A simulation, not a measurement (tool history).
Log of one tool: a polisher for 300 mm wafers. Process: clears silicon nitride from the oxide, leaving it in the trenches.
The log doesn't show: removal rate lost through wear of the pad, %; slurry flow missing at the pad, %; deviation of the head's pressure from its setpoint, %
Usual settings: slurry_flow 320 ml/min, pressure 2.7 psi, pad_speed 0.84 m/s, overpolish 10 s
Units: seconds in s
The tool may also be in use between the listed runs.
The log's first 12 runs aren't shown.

run,hour,slurry_flow,pressure,pad_speed,overpolish,wafers since the last listed run,wafers polished on this pad,hours since the slurry nozzle was cleaned,hours since the head pressure was calibrated,"incoming thickness of the incoming film, nm",seconds
# hour 873.7: head pressure recalibrated
13,874.2,320,2.1,0.84,10,732,1692,402.7,0.5,94.5,239.6
14,919.4,320,2.1,0.84,10,364,2056,447.9,45.7,94.2,243.5
# hour 925.7: slurry nozzle cleaned
15,1024.1,320,2.1,0.84,10,835,2891,98.4,150.4,95.8,250.0
16,1072.8,320,2.1,0.84,10,392,3283,147.1,199.1,94.3,248.8
# hour 1121.9: worn pad replaced by a new one
17,1158.4,270,2.7,0.84,5,657,294,232.7,284.7,94.1,179.3
18,1219.1,265,1.8,0.84,10,488,783,293.4,345.4,96.2,282.9
19,1281.0,275,2.0,0.70,15,498,1281,355.3,407.3,95.6,311.4
20,1329.6,420,2.7,0.84,10,391,1673,403.9,455.9,95.4,185.7
# hour 1374.7: slurry nozzle cleaned
21,1423.7,320,2.7,0.84,10,749,2423,49.0,550.0,95.2,182.6
22,1467.6,320,2.7,0.84,10,353,2777,92.9,593.9,96.6,188.6
23,1527.6,320,2.7,0.68,10,483,3260,152.9,653.9,95.6,241.1
# hour 1599.3: worn pad replaced by a new one
24,1627.2,320,2.7,0.84,10,770,224,252.5,753.5,93.7,174.1
25,1693.7,320,2.7,0.84,13,535,760,319.0,820.0,92.9,177.2
26,1780.5,320,2.1,0.84,12,699,1459,405.8,906.8,93.8,239.3
# hour 1844.3: slurry nozzle cleaned
27,1871.9,390,2.4,0.84,10,728,2187,27.6,998.2,96.5,201.4
28,1925.2,320,2.7,0.84,10,429,2616,80.9,1051.5,96.5,187.8
29,2009.8,320,2.1,0.84,10,681,3298,165.5,1136.1,96.8,251.8
# hour 2035.1: worn pad replaced by a new one
30,2055.9,320,2.7,0.84,8,339,167,211.6,1182.2,93.2,171.1
# hour 2078.4: head pressure recalibrated
31,2102.6,320,2.7,1.00,15,360,527,258.3,24.2,96.0,153.1

5 ways to go on from here, each from the tool as it stands after run 31. What would each give?
A,2103.1,320,2.7,0.62,10,4,531,258.8,24.7,94.1,?
B,2103.1,255,2.3,0.70,15,4,531,258.8,24.7,94.1,?
C,2103.1,275,3.6,0.98,6,4,531,258.8,24.7,94.1,?
D,2103.1,425,2.2,0.84,10,4,531,258.8,24.7,94.1,?
E,2103.1,320,3.2,0.60,10,4,531,258.8,24.7,94.1,?

run,seconds
A,237.6
B,253.5
C,114.6
D,209.3
E,207.1
Without the tool's hidden state the same runs would have given:
run,seconds
A,220.7
B,233.5
C,105.9
D,196.3
E,192.5
